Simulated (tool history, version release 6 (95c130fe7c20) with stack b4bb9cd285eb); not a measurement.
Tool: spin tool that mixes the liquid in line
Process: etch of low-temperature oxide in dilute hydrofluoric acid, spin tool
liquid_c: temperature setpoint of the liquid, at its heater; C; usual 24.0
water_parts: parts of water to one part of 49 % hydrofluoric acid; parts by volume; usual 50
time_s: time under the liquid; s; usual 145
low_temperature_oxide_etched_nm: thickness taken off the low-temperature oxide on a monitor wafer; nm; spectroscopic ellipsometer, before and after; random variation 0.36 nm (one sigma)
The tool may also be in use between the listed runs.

| run | day | liquid_c | water_parts | time_s | wafers since the last listed run | hours since the thermometer was replaced | hours since the hydrofluoric acid flow meter was replaced | hours since the gauge calibration | read-back film thickness of the low-temperature oxide reference wafer, read on the same gauge (nm) | low_temperature_oxide_etched_nm |
|---|---|---|---|---|---|---|---|---|---|---|
| 1 | 0.000 | 24.0 | 50 | 145 | 0 | 1176.8 | 1953.8 | 1939.3 | 109.99 | 59.15 |
| 2 | 2.604 | 24.0 | 60 | 145 | 583 | 1239.3 | 2016.3 | 2001.8 | 110.03 | 48.94 |
| 3 | 3.933 | 24.0 | 60 | 145 | 297 | 1271.2 | 2048.2 | 2033.7 | 110.02 | 48.84 |
| 4 | 5.879 | 25.0 | 50 | 120 | 436 | 1317.9 | 2094.9 | 2080.4 | 110.02 | 50.98 |
| 5 | 7.367 | 25.0 | 50 | 120 | 333 | 1353.6 | 2130.6 | 2116.1 | 110.01 | 50.87 |
| 6 | 9.129 | 24.0 | 65 | 205 | 395 | 1395.9 | 2172.9 | 2158.4 | 109.99 | 63.91 |
| 7 | 11.171 | 24.0 | 65 | 205 | 457 | 1444.9 | 2221.9 | 2207.4 | 109.98 | 63.56 |
|  | 12.050 | thermometer replaced |
| 8 | 13.367 | 22.5 | 50 | 145 | 482 | 31.6 | 2274.6 | 2260.1 | 109.98 | 56.42 |
|  | 13.371 | gauge calibrated |
| 9 | 15.512 | 22.5 | 50 | 145 | 481 | 83.1 | 2326.1 | 51.4 | 110.02 | 56.46 |
| 10 | 18.396 | 22.5 | 50 | 145 | 646 | 152.3 | 2395.3 | 120.6 | 110.00 | 56.22 |
| 11 | 19.567 | 26.0 | 30 | 90 | 262 | 180.4 | 2423.4 | 148.7 | 110.00 | 68.81 |
| 12 | 20.971 | 24.0 | 40 | 115 | 314 | 214.1 | 2457.1 | 182.4 | 110.01 | 60.06 |
| 13 | 23.158 | 24.0 | 35 | 90 | 490 | 266.6 | 2509.6 | 234.9 | 110.01 | 54.09 |
|  | 24.521 | hydrofluoric acid flow meter replaced |
| 14 | 25.067 | 20.5 | 50 | 145 | 418 | 312.4 | 13.1 | 280.7 | 110.02 | 50.15 |
| 15 | 27.088 | 24.0 | 50 | 145 | 453 | 360.9 | 61.6 | 329.2 | 110.01 | 57.85 |
| 16 | 29.346 | 27.0 | 70 | 170 | 506 | 415.1 | 115.8 | 383.4 | 110.00 | 53.57 |
| 17 | 30.633 | 24.0 | 70 | 70 | 288 | 446.0 | 146.7 | 414.3 | 110.01 | 19.51 |
| 18 | 32.962 | 24.0 | 35 | 145 | 522 | 501.9 | 202.6 | 470.2 | 110.01 | 85.29 |
| 19 | 34.154 | 24.0 | 50 | 145 | 267 | 530.5 | 231.2 | 498.8 | 109.98 | 58.33 |
| 20 | 36.796 | 20.0 | 40 | 225 | 592 | 593.9 | 294.6 | 562.2 | 109.99 | 96.76 |
| 21 | 38.433 | 24.0 | 50 | 145 | 367 | 633.2 | 333.9 | 601.5 | 110.00 | 57.98 |
| 22 | 40.996 | 24.0 | 40 | 200 | 574 | 694.7 | 395.4 | 663.0 | 109.99 | 101.67 |
| 23 | 42.825 | 22.5 | 40 | 65 | 410 | 738.6 | 439.3 | 706.9 | 110.00 | 30.98 |
| 24 | 44.979 | 22.0 | 30 | 145 | 482 | 790.3 | 491.0 | 758.6 | 110.01 | 92.28 |
| 25 | 47.279 | 28.5 | 35 | 210 | 515 | 845.5 | 546.2 | 813.8 | 110.01 | 149.25 |
| 26 | 48.650 | 27.0 | 50 | 185 | 307 | 878.4 | 579.1 | 846.7 | 109.99 | 84.19 |
| 27 | 50.908 | 26.5 | 25 | 95 | 506 | 932.6 | 633.3 | 900.9 | 110.00 | 87.89 |
| 28 | 52.675 | 24.0 | 50 | 145 | 396 | 975.0 | 675.7 | 943.3 | 110.01 | 58.33 |
| 29 | 53.942 | 20.0 | 60 | 215 | 283 | 1005.4 | 706.1 | 973.7 | 110.01 | 60.69 |
| 30 | 56.883 | 21.0 | 35 | 185 | 659 | 1076.0 | 776.7 | 1044.3 | 110.00 | 95.83 |
| 31 | 58.083 | 21.0 | 35 | 210 | 269 | 1104.8 | 805.5 | 1073.1 | 110.01 | 109.14 |
| 32 | 59.671 | 24.0 | 50 | 145 | 355 | 1142.9 | 843.6 | 1111.2 | 109.99 | 58.47 |

Forecast each of these 4 alternatives for the next run:
| A | 59.692 | 24.0 | 50 | 145 | 4 | 1143.4 | 844.1 | 1111.7 | ? | ? |
| B | 59.692 | 22.0 | 40 | 170 | 4 | 1143.4 | 844.1 | 1111.7 | ? | ? |
| C | 59.692 | 20.0 | 55 | 210 | 4 | 1143.4 | 844.1 | 1111.7 | ? | ? |
| D | 59.692 | 28.5 | 70 | 170 | 4 | 1143.4 | 844.1 | 1111.7 | ? | ? |

| run | read-back film thickness of the low-temperature oxide reference wafer, read on the same gauge (nm) | low_temperature_oxide_etched_nm |
|---|---|---|
| A | 109.99 | 59.26 |
| B | 109.99 | 80.93 |
| C | 109.99 | 65.61 |
| D | 109.99 | 57.85 |
Without the tool's hidden state the same runs would have given:
| run | low_temperature_oxide_etched_nm |
|---|---|
| A | 58.17 |
| B | 79.46 |
| C | 64.41 |
| D | 56.75 |
